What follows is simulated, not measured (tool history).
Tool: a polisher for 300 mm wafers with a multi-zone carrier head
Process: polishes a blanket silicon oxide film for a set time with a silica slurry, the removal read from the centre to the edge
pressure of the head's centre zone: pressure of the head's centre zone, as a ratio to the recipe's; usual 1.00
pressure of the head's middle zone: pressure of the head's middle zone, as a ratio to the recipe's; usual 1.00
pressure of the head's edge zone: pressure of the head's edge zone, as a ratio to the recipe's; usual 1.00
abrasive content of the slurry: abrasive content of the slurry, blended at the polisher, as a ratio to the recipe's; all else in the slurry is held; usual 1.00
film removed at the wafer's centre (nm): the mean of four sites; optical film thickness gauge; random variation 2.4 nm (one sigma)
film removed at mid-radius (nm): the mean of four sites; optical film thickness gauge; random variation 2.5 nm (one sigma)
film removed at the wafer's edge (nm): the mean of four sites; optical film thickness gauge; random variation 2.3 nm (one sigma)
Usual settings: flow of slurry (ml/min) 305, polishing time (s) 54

run   hour  flow of slurry (ml/min)  pressure of the head's centre zone  pressure of the head's middle zone  pressure of the head's edge zone  abrasive content of the slurry  polishing time (s)  wafers since the last listed run  wafers polished on this pad  hours since the slurry nozzle was cleaned  hours since the centre zone pressure was calibrated  hours since the edge zone pressure was calibrated  hours since the carrier head's membrane was replaced  incoming thickness of the incoming film, nm  film removed at the wafer's centre (nm)  film removed at mid-radius (nm)  film removed at the wafer's edge (nm)
  1    0.0                      305                                1.00                                1.00                              1.00                            1.00                  54                                 0                            4                                       71.7                                                 95.1                                              486.7                                                   0.5                                        805.6                                    180.3                            181.6                                  183.1
  2    7.0                      305                                1.00                                1.00                              1.00                            1.00                  54                                54                           58                                       78.7                                                102.1                                              493.7                                                   7.5                                        820.3                                    180.4                            177.1                                  179.7
  3   19.9                      305                                1.05                                1.00                              1.00                            1.00                  54                               100                          158                                       91.6                                                115.0                                              506.6                                                  20.4                                        824.6                                    182.1                            181.5                                  177.3
  4   30.1                      225                                1.00                                1.00                              1.00                            1.25                  60                                79                          238                                      101.8                                                125.2                                              516.8                                                  30.6                                        815.5                                    213.5                            209.8                                  209.9
  5   46.4                      305                                1.00                                1.08                              1.00                            1.00                  36                               126                          364                                      118.1                                                141.5                                              533.1                                                  46.9                                        816.5                                    117.7                            124.3                                  115.9
  6   54.4                      305                                1.00                                1.00                              1.00                            1.00                  54                                62                          427                                      126.1                                                149.5                                              541.1                                                  54.9                                        814.8                                    170.8                            177.2                                  174.8
      60.0  -- edge zone pressure recalibrated
  7   65.2                      260                                1.00                                1.08                              1.00                            1.00                  54                                68                          495                                      136.9                                                160.3                                                5.2                                                  65.7                                        830.5                                    169.8                            182.4                                  172.9
  8   76.9                      230                                1.00                                1.00                              1.00                            1.00                  54                                90                          586                                      148.6                                                172.0                                               16.9                                                  77.4                                        818.4                                    167.4                            173.4                                  166.2
  9   87.0                      305                                1.00                                1.00                              0.95                            1.00                  54                                78                          664                                      158.7                                                182.1                                               27.0                                                  87.5                                        816.4                                    170.2                            173.9                                  168.9
 10   99.6                      305                                1.05                                1.10                              1.00                            1.00                  54                                97                          762                                      171.3                                                194.7                                               39.6                                                 100.1                                        815.6                                    180.5                            190.7                                  167.2
 11  110.5                      305                                1.07                                1.00                              0.91                            1.25                  54                                84                          847                                      182.2                                                205.6                                               50.5                                                 111.0                                        833.8                                    197.8                            185.6                                  170.7
     127.7  -- worn pad replaced by a new one
 12  146.0                      305                                1.00                                1.00                              0.90                            1.30                  69                               244                          142                                      217.7                                                241.1                                               86.0                                                 146.5                                        824.9                                    245.6                            249.9                                  235.7
 13  153.1                      270                                1.00                                1.00                              1.06                            1.00                  54                                55                          197                                      224.8                                                248.2                                               93.1                                                 153.6                                        810.8                                    173.8                            179.4                                  180.2
 14  163.3                      340                                1.04                                1.00                              1.11                            1.00                  38                                79                          276                                      235.0                                                258.4                                              103.3                                                 163.8                                        814.9                                    130.2                            126.0                                  135.4
 15  171.4                      305                                1.00                                1.00                              1.00                            1.00                  54                                62                          339                                      243.1                                                266.5                                              111.4                                                 171.9                                        830.9                                    171.9                            177.5                                  174.5
 16  182.6                      305                                0.96                                1.00                              1.09                            1.10                  54                                87                          426                                      254.3                                                277.7                                              122.6                                                 183.1                                        800.4                                    175.0                            185.5                                  187.0
 17  191.7                      305                                1.00                                1.00                              1.00                            1.00                  54                                70                          497                                      263.4                                                286.8                                              131.7                                                 192.2                                        826.3                                    170.1                            176.5                                  175.7
 18  208.7                      305                                1.11                                1.00                              1.00                            0.80                  64                               132                          629                                      280.4                                                303.8                                              148.7                                                 209.2                                        820.0                                    203.9                            183.5                                  181.9

The next listed run, before its measurement:
 19  220.4                      305                                1.10                                1.04                              0.95                            1.00                  54                                90                          720                                      292.1                                                315.5                                              160.4                                                 220.9                                        827.9                                        ?                                ?                                      ?

Run 19 gave film removed at the wafer's centre (nm) 184.8, film removed at mid-radius (nm) 182.2, film removed at the wafer's edge (nm) 166.3.
Without the tool's hidden state the same run would have given film removed at the wafer's centre (nm) 194.3, film removed at mid-radius (nm) 191.5, film removed at the wafer's edge (nm) 174.8.

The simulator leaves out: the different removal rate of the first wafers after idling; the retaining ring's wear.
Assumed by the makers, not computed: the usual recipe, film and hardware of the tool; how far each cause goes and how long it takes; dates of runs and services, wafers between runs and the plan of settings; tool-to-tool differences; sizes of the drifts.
